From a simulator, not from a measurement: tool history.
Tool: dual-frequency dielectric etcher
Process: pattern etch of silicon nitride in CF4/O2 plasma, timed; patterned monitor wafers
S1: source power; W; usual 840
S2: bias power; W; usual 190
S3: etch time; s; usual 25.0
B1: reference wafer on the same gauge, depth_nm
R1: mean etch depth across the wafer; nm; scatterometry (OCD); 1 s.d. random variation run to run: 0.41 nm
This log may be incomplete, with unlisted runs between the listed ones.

run	hour	S1	S2	S3	B1	R1
1	0.0	840	190	25.0	81.2	74.4
2	13.2	790	190	25.0	81.3	71.2
3	30.1	790	190	25.0	81.4	71.4
4	40.4	790	190	25.0	81.2	71.1
5	55.0	840	190	25.0	81.4	74.3
# hour 67.7: gauge calibrated
# hour 68.2: source power generator calibrated
6	72.1	840	190	25.0	81.3	74.5
7	85.2	840	190	25.0	81.3	74.8
8	101.2	840	190	22.0	81.3	65.5
9	117.0	710	205	29.0	81.3	78.6
# hour 142.1: upper electrode replaced
10	142.6	840	205	22.5	81.2	68.6
11	147.3	840	205	22.5	81.4	68.7
# hour 179.0: wet clean of the chamber
12	179.5	680	190	18.5	81.3	49.9
13	179.8	840	190	25.0	81.3	77.1
14	180.2	920	176	28.5	81.3	90.5
15	180.5	640	151	22.0	81.4	53.5
16	192.0	840	190	25.0	81.2	77.0
17	206.8	630	237	25.0	81.3	68.6
18	236.2	1040	168	25.0	81.4	86.1
19	250.0	840	156	25.0	81.2	73.7
# hour 278.8: wet clean of the chamber, repeated, since the last time left the tool worse
20	279.3	1040	172	19.5	81.3	63.5
21	279.6	950	216	21.0	81.4	68.1
22	282.2	840	217	17.5	81.3	52.6
23	299.8	840	190	25.0	81.4	71.5
24	310.9	970	149	17.5	81.4	52.6
25	318.6	910	208	23.0	81.2	71.5
26	335.7	840	190	18.0	81.2	52.2
27	348.1	770	190	27.0	81.3	74.1
28	360.0	840	190	25.0	81.3	72.6
29	372.2	840	190	25.0	81.4	72.0
30	378.7	840	190	25.0	81.3	72.6
31	395.4	840	169	25.0	81.3	70.8

Subtracting, for every run, the result it would have given without the tool's unlogged condition from the measured result gives the following. The same run-to-run variation enters both numbers; the gauge's scatter may not:
What the log doesn't record here: etch rate over this chamber's usual, %; source power that arrives over what is set, %; bias power that arrives over what is set, %; gauge reads high (%).
run	R1
1	+1.7
2	+1.7
3	+1.8
4	+1.8
5	+2.0
6	+2.0
7	+2.1
8	+1.9
9	+2.3
10	+2.1
11	+2.1
12	+2.9
13	+4.5
14	+5.4
15	+3.2
16	+4.6
17	+4.2
18	+5.4
19	+4.7
20	-0.1
21	+0.0
22	+0.0
23	+0.1
24	+0.1
25	+0.2
26	+0.1
27	+0.2
28	+0.3
29	+0.4
30	+0.4
31	+0.4
